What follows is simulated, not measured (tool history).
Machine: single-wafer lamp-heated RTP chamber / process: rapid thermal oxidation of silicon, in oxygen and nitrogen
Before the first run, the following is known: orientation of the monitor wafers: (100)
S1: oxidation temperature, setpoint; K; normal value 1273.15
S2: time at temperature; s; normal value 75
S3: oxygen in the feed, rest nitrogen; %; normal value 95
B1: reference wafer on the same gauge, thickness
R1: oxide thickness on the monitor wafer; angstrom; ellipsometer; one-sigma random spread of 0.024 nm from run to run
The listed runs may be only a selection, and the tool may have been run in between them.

run    hour       S1   S2  S3     B1     R1
  1     0.0  1273.15   75  95  5.797  70.37
       59.5  -- pyrometer window cleaned and pyrometer calibrated
  2    65.6  1273.15   75  95  5.800  68.93
  3   104.0  1293.15   75  95  5.805  80.09
  4   149.9  1273.15   83  98  5.799  73.53
  5   197.9  1294.15   75  95  5.807  80.87
  6   252.7  1294.15   75  95  5.798  81.31
  7   322.4  1294.15   75  95  5.805  81.25
  8   371.8  1273.15   75  95  5.807  69.85
  9   403.8  1273.15   75  95  5.807  70.72
 10   453.3  1273.15   67  95  5.798  67.21
 11   521.4  1273.15   75  95  5.792  70.67
 12   588.4  1273.15   75  95  5.792  70.54
      603.6  -- pyrometer window cleaned and pyrometer calibrated
 13   648.6  1273.15   75  95  5.806  69.38
 14   807.1  1273.15   75  95  5.798  69.82
 15   841.1  1259.15  107  98  5.807  74.40
 16   867.3  1273.15   38  65  5.800  46.15
 17   938.4  1273.15   75  95  5.794  70.45
 18   981.0  1273.15   75  84  5.805  67.43
     1021.6  -- gauge calibrated
 19  1045.8  1273.15   75  95  5.797  70.46
     1071.5  -- oxygen flow controller replaced
 20  1081.3  1249.15   97  69  5.807  59.23
     1152.4  -- pyrometer window cleaned and pyrometer calibrated
 21  1153.1  1263.15  100  76  5.806  67.04
 22  1207.8  1273.15   75  95  5.808  69.64
 23  1267.5  1295.15   75  75  5.808  75.40
 24  1323.1  1273.15   38  95  5.801  52.09
 25  1362.1  1255.15   75  73  5.808  56.39
 26  1427.2  1289.15   75  98  5.799  80.10
 27  1475.3  1252.15   75  98  5.803  60.92
 28  1500.0  1300.15   92  95  5.797  94.55
 29  1551.6  1273.15   75  95  5.796  71.30
 30  1614.7  1263.15   75  98  5.801  66.74
 31  1686.6  1250.15   56  98  5.798  53.15
     1758.8  -- pyrometer window cleaned and pyrometer calibrated
 32  1851.8  1290.15   44  95  5.791  62.11
 33  1913.8  1273.15   75  98  5.809  70.40
 34  1968.9  1291.15   75  95  5.789  79.70
 35  2005.2  1273.15   75  76  5.809  64.93
 36  2063.3  1284.15   88  95  5.801  81.38
 37  2123.8  1253.15   85  73  5.805  58.73

5 ways to go on from here, each from the tool as it stands after run 37. What would each give?
  A  2124.3  1273.15  75  95   ?   ?
  B  2124.3  1273.15  50  98   ?   ?
  C  2124.3  1273.15  61  77   ?   ?
  D  2124.3  1273.15  45  98   ?   ?
  E  2124.3  1273.15  57  82   ?   ?

run     B1     R1
  A  5.812  70.59
  B  5.812  59.70
  C  5.812  59.88
  D  5.812  57.04
  E  5.812  59.42
What these runs would have given with no unlogged condition in the tool:
run     R1
  A  69.00
  B  58.37
  C  58.56
  D  55.78
  E  58.10
